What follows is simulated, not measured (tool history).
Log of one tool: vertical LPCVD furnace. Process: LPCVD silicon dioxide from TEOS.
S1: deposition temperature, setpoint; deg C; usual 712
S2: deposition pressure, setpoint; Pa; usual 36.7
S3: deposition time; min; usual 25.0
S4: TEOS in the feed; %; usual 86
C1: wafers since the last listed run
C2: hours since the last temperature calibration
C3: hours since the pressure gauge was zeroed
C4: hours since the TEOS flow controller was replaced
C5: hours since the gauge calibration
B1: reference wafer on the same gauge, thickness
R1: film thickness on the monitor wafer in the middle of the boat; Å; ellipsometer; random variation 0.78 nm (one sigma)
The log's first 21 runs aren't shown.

| run | day | S1 | S2 | S3 | S4 | C1 | C2 | C3 | C4 | C5 | B1 | R1 |
|---|---|---|---|---|---|---|---|---|---|---|---|---|
| 22 | 28.212 | 712 | 36.7 | 25.0 | 86 | 421 | 289.0 | 121.1 | 65.6 | 395.4 | 201.16 | 2507.7 |
| 23 | 29.408 | 712 | 36.7 | 25.0 | 86 | 425 | 317.7 | 149.8 | 94.3 | 424.1 | 201.20 | 2532.9 |
| 24 | 29.962 | 707 | 36.7 | 25.0 | 86 | 197 | 331.0 | 163.1 | 107.6 | 437.4 | 201.11 | 2247.3 |
| 25 | 30.879 | 712 | 36.7 | 25.0 | 86 | 326 | 353.0 | 185.1 | 129.6 | 459.4 | 201.07 | 2519.9 |
| 26 | 32.271 | 712 | 42.7 | 19.0 | 86 | 495 | 386.4 | 218.5 | 163.0 | 492.8 | 200.90 | 2075.7 |
| 27 | 33.538 | 709 | 36.7 | 19.5 | 97 | 451 | 416.8 | 248.9 | 193.4 | 523.2 | 201.12 | 1959.6 |
| 28 | 34.150 | 712 | 36.7 | 25.0 | 86 | 218 | 431.5 | 263.6 | 208.1 | 537.9 | 200.79 | 2547.3 |
| 29 | 34.917 | 712 | 36.7 | 25.0 | 78 | 273 | 449.9 | 282.0 | 226.5 | 556.3 | 201.30 | 2404.8 |
| 30 | 35.954 | 718 | 45.3 | 25.0 | 86 | 369 | 474.8 | 306.9 | 251.4 | 581.2 | 200.97 | 3230.0 |
| 31 | 37.267 | 719 | 44.0 | 21.0 | 93 | 467 | 506.3 | 338.4 | 282.9 | 612.7 | 201.24 | 2855.1 |
| 32 | 38.154 | 712 | 36.7 | 25.0 | 86 | 316 | 527.6 | 359.7 | 304.2 | 634.0 | 201.03 | 2558.7 |

3 ways to go on from here, each from the tool as it stands after run 32. What would each give?
| A | 38.300 | 712 | 36.7 | 25.0 | 86 | 51 | 531.1 | 363.2 | 307.7 | 637.5 | ? | ? |
| B | 38.300 | 700 | 33.3 | 25.0 | 86 | 51 | 531.1 | 363.2 | 307.7 | 637.5 | ? | ? |
| C | 38.300 | 720 | 42.7 | 30.0 | 86 | 51 | 531.1 | 363.2 | 307.7 | 637.5 | ? | ? |

| run | B1 | R1 |
|---|---|---|
| A | 201.05 | 2550.0 |
| B | 201.05 | 1847.8 |
| C | 201.05 | 3948.8 |
Without the tool's hidden state the same runs would have given:
| run | R1 |
|---|---|
| A | 2427.3 |
| B | 1756.7 |
| C | 3761.9 |

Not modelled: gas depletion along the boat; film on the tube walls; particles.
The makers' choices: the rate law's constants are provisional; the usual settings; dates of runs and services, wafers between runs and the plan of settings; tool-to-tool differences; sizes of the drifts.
